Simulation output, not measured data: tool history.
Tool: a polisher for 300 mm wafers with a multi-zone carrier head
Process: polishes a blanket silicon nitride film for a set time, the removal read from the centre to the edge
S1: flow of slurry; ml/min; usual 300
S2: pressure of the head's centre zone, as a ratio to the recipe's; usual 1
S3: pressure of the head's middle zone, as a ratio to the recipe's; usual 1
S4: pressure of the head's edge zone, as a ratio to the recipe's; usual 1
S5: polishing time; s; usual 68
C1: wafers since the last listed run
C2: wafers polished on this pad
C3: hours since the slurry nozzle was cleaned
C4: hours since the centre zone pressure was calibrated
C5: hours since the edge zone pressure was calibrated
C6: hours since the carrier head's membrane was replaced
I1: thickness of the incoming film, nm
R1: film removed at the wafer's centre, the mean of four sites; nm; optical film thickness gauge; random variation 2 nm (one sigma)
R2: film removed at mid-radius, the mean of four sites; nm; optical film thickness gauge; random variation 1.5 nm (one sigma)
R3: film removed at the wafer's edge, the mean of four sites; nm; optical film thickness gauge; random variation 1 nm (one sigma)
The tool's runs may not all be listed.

run    hour   S1    S2    S3    S4  S5    C1    C2     C3     C4     C5     C6     I1     R1     R2     R3
  1       0  355     1     1     1  68     0   359  496.2  496.6  873.2  352.6  434.1  139.3  137.3  143.1
       79.6  -- edge zone pressure recalibrated
  2    81.1  355     1     1     1  68   620   979  577.3  577.7    1.5  433.7  434.7  138.2  136.6  139.2
  3   161.1  300     1     1     1  68   627  1607  657.3  657.7   81.5  513.7  436.5  132.1  129.7  134.5
  4   208.9  300     1     1     1  68   374  1981  705.1  705.5  129.3  561.5  427.4  128.4  128.5  134.3
        257  -- slurry nozzle cleaned
  5   258.5  300     1     1     1  68   381  2363    1.5  755.1  178.9  611.1  435.6    134    136  138.2
  6   348.7  300     1     1     1  68   707  3070   91.7  845.3  269.1  701.3  430.2  132.1  132.6  136.4
        361  -- worn pad replaced by a new one
  7   386.6  260     1     1     1  68   265   200  129.6  883.2    307  739.2  430.2  136.4    140  144.3
  8   436.4  260     1     1     1  68   390   591  179.4    933  356.8    789  424.7    140  137.3    142
        442  -- carrier head's membrane replaced by a new one
      458.4  -- centre zone pressure recalibrated
  9   498.1  205  0.94     1  0.92  68   428  1020  241.1   39.7  418.5   56.1  433.2  126.3  131.5  130.5
      728.9  -- worn pad replaced by a new one
 10   811.9  300     1     1  0.91  68  2429   651  554.9  353.5  732.3  369.9  422.7  136.6    136  133.4
 11   899.8  300     1  0.91     1  68   689  1340  642.8  441.4  820.2  457.8  429.2  132.9  122.4  136.2
      996.2  -- slurry nozzle cleaned
 12    1006  300     1     1  1.04  46   825  2165    9.8  547.6  926.4    564  433.6   92.1   90.3   95.3
     1022.1  -- edge zone pressure recalibrated
 13  1060.8  300     1     1  0.97  68   414  2579   64.6  602.4   38.7  618.8  431.8  130.8  136.4    135
 14  1123.8  405     1     1     1  68   494  3073  127.6  665.4  101.7  681.8  431.6  139.9  133.2  136.7
 15  1181.6  260     1  0.88     1  68   453  3526  185.4  723.2  159.5  739.6  430.6  129.1  115.4  132.8
     1185.8  -- worn pad replaced by a new one
     1210.6  -- carrier head's membrane replaced by a new one
 16    1287  260     1     1     1  68   756   754  290.8  828.6  264.9   76.4  436.2  136.9  135.6  139.8
     1354.4  -- centre zone pressure recalibrated
 17    1363  300  1.03     1  0.94  68   580  1334  366.8    8.6  340.9  152.4  425.7  140.1  135.2  134.1
 18  1425.7  360  1.04  1.06     1  84   491  1826  429.5   71.3  403.6  215.1  423.8  176.5  177.6  172.4

Run 19 comes next. What will it give?
 19  1525.1  265  1.11   1  1.04  56  779  2605  528.9  170.7  503  314.5  432.8   ?   ?   ?

R1: 113.2 nm
R2: 103.5 nm
R3: 109.1 nm
Without the tool's hidden state the same run would have given R1 127.2 nm, R2 115.6 nm, R3 120.4 nm.
